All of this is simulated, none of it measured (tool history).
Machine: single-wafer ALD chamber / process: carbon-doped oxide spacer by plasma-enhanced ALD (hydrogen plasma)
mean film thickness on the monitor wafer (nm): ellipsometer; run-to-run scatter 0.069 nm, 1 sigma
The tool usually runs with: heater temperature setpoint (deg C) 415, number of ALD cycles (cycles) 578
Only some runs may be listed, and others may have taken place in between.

run	hour	heater temperature setpoint (deg C)	number of ALD cycles (cycles)	read-back reference wafer on the same gauge, thickness_nm	mean film thickness on the monitor wafer (nm)
1	0	420	522	32.491	24.623
2	12.2	420	522	32.474	24.749
3	25.6	420	522	32.494	24.754
4	40.8	415	616	32.533	29.676
5	54.5	415	604	32.508	29.147
6	71.1	415	578	32.528	27.998
7	79.6	415	578	32.551	27.92
8	107.7	415	578	32.545	27.887
9	116.5	415	626	32.563	30.249
10	126.5	423	578	32.531	27.247
11	142.9	423	578	32.571	27.102
12	152.8	415	662	32.572	32.037
13	169	415	662	32.584	32.023
14	181.9	421	642	32.569	30.379
15	193.5	421	642	32.597	30.202
16	202	415	611	32.57	29.603
# hour 216.4: gauge calibrated
17	218.8	421	578	32.124	27.016
18	233.6	421	578	32.163	27.006
19	244.8	415	578	32.204	27.725
20	260.7	415	578	32.259	27.698
21	275.7	415	578	32.285	27.589
22	282.8	415	578	32.298	27.651
23	300.2	415	578	32.368	27.863
24	316.1	424	678	32.37	31.632
25	331.7	415	578	32.426	27.821
26	349.3	415	578	32.448	27.877
27	364.2	415	578	32.465	27.954
28	388.3	415	663	32.499	31.969
29	414.9	411	657	32.535	32.196
# hour 442.5: thermocouple changed; heater temperature recalibrated
30	450.5	415	578	32.552	28.024
31	465.6	415	578	32.576	27.895
32	472.7	421	533	32.566	25.226
33	484.4	401	626	32.574	31.686
34	494.6	415	578	32.595	28.013
35	501.8	424	486	32.578	22.716
36	514.2	403	548	32.603	27.732
37	529.1	404	578	32.598	29.067
38	544.1	426	540	32.585	25.195
39	561	415	506	32.592	24.513
40	571	415	493	32.62	23.781

Forecast run 41:
41	579.7	400	475	?	?

Run 41 produced read-back reference wafer on the same gauge, thickness_nm 32.598, mean film thickness on the monitor wafer (nm) 24.151.
If the tool had no hidden condition, the same run with the same run-to-run variation would have returned mean film thickness on the monitor wafer (nm) 23.773.
